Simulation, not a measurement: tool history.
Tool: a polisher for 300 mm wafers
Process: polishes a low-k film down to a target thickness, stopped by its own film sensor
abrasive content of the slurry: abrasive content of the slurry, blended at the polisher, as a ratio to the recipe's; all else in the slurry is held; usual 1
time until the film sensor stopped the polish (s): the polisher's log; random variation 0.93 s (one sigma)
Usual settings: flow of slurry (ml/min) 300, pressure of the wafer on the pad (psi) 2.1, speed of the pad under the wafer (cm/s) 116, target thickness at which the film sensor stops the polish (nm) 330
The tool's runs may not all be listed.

run     day  flow of slurry (ml/min)  pressure of the wafer on the pad (psi)  speed of the pad under the wafer (cm/s)  abrasive content of the slurry  target thickness at which the film sensor stops the polish (nm)  wafers since the last listed run  wafers polished on this pad  hours since the slurry nozzle was cleaned  hours since the head pressure was calibrated  hours since the slurry blender was calibrated  hours since the conditioning disc was replaced  incoming thickness of the incoming film, nm  time until the film sensor stopped the polish (s)
  1       0                      300                                     2.1                                      132                               1                                                              330                                 0                          875                                       82.9                                         521.9                                          248.2                                           265.3                                        356.8                                               59.8
      1.362  -- conditioning disc replaced and pad reconditioned
  2   1.925                      300                                     2.1                                      116                               1                                                              330                               416                         1291                                      129.1                                         568.1                                          294.4                                            13.5                                        356.2                                               68.4
      2.029  -- slurry blender recalibrated
  3   3.667                      300                                     2.1                                      116                               1                                                              330                               374                         1666                                      170.9                                         609.9                                           39.3                                            55.3                                        359.3                                               68.8
  4   5.375                      300                                     2.1                                      116                               1                                                              330                               385                         2052                                      211.9                                         650.9                                           80.3                                            96.3                                        356.9                                               62.2
      5.875  -- worn pad replaced by a new one
      6.479  -- slurry nozzle cleaned
  5   7.167                      300                                     2.1                                      116                               1                                                              330                               357                          282                                       16.5                                         693.9                                          123.3                                           139.3                                        360.7                                               73.6
  6   9.479                      225                                     2.1                                      116                               1                                                              335                               522                          805                                         72                                         749.4                                          178.8                                           194.8                                        356.4                                               53.8
  7  12.142                      225                                     2.1                                      116                               1                                                              335                               601                         1406                                      135.9                                         813.3                                          242.7                                           258.7                                        354.5                                               51.2
     13.221  -- conditioning disc replaced and pad reconditioned
     14.462  -- slurry blender recalibrated
  8  14.483                      300                                     2.1                                      116                             1.1                                                              330                               491                         1898                                      192.1                                         869.5                                            0.5                                            30.3                                        363.6                                               75.8
     15.921  -- worn pad replaced by a new one
  9  16.071                      300                                     2.1                                      116                             1.1                                                              330                               321                           33                                      230.2                                         907.6                                           38.6                                            68.4                                        363.8                                               78.9
     16.967  -- slurry nozzle cleaned
     17.525  -- head pressure recalibrated
 10  18.071                      300                                     2.1                                      116                             1.1                                                              330                               423                          457                                       26.5                                          13.1                                           86.6                                           116.4                                        364.6                                               72.7
 11  22.571                      300                                     2.1                                      116                             0.9                                                              330                              1016                         1474                                      134.5                                         121.1                                          194.6                                           224.4                                        358.6                                               67.4
     23.517  -- conditioning disc replaced and pad reconditioned
 12  23.667                      300                                     2.1                                      116                               1                                                              330                               228                         1703                                      160.8                                         147.4                                          220.9                                             3.6                                        362.3                                               72.8
     24.575  -- worn pad replaced by a new one
 13  26.233                      380                                     1.8                                      100                             0.9                                                              330                               542                          374                                      222.4                                           209                                          282.5                                            65.2                                        362.6                                              106.2
     27.071  -- slurry nozzle cleaned
 14  28.479                      245                                     2.6                                      116                               1                                                              336                               498                          872                                       33.8                                         262.9                                          336.4                                           119.1                                        362.2                                               55.7
     28.946  -- slurry blender recalibrated
 15  31.062                      300                                     2.1                                      116                            1.15                                                              336                               564                         1437                                       95.8                                         324.9                                           50.8                                           181.1                                        353.2                                               35.4
     33.038  -- conditioning disc replaced and pad reconditioned
 16  33.471                      390                                     2.1                                      116                            1.15                                                              326                               525                         1962                                      153.6                                         382.7                                          108.6                                            10.4                                        359.5                                               68.5
     33.883  -- worn pad replaced by a new one
 17   35.05                      300                                     2.5                                      130                               1                                                              330                               319                          263                                      191.5                                         420.6                                          146.5                                            48.3                                        359.5                                               53.4
 18  37.192                      300                                     2.6                                      130                               1                                                              325                               483                          747                                      242.9                                           472                                          197.9                                            99.7                                        358.5                                                 59
     38.421  -- slurry nozzle cleaned
 19  38.504                      340                                     1.5                                      142                            1.25                                                              330                               287                         1034                                          2                                         503.5                                          229.4                                           131.2                                        356.1                                                 66
 20  40.783                      300                                     2.1                                      116                             0.8                                                              330                               514                         1549                                       56.7                                         558.2                                          284.1                                           185.9                                        356.6                                               75.3
 21  41.804                      300                                     1.8                                      116                               1                                                              335                               230                         1780                                       81.2                                         582.7                                          308.6                                           210.4                                        360.9                                               76.9
     42.342  -- worn pad replaced by a new one
     43.508  -- slurry blender recalibrated
 22  44.679                      300                                     1.8                                       90                            1.15                                                              330                               593                          509                                      150.2                                         651.7                                           28.1                                           279.4                                        355.4                                               77.6
     44.958  -- conditioning disc replaced and pad reconditioned
 23  47.946                      300                                     2.1                                      116                               1                                                              330                               719                         1228                                      228.6                                         730.1                                          106.5                                            71.7                                        366.4                                               83.4

4 ways to go on from here, each from the tool as it stands after run 23. What would each give?
  A  47.962                      300                                     2.1                                      116                               1                                                              330                                 3                         1232                                        229                                         730.5                                          106.9                                            72.1                                        365.4                                                  ?
  B  47.962                      370                                     2.1                                      116                            0.75                                                              333                                 3                         1232                                        229                                         730.5                                          106.9                                            72.1                                        365.4                                                  ?
  C  47.962                      300                                     1.5                                      116                             1.1                                                              321                                 3                         1232                                        229                                         730.5                                          106.9                                            72.1                                        365.4                                                  ?
  D  47.962                      300                                     2.4                                      116                               1                                                              330                                 3                         1232                                        229                                         730.5                                          106.9                                            72.1                                        365.4                                                  ?

run  time until the film sensor stopped the polish (s)
  A                                               81.6
  B                                               84.9
  C                                                133
  D                                               72.1
Without the tool's hidden state the same runs would have given:
run  time until the film sensor stopped the polish (s)
  A                                               72.7
  B                                               75.4
  C                                              118.7
  D                                               64.3
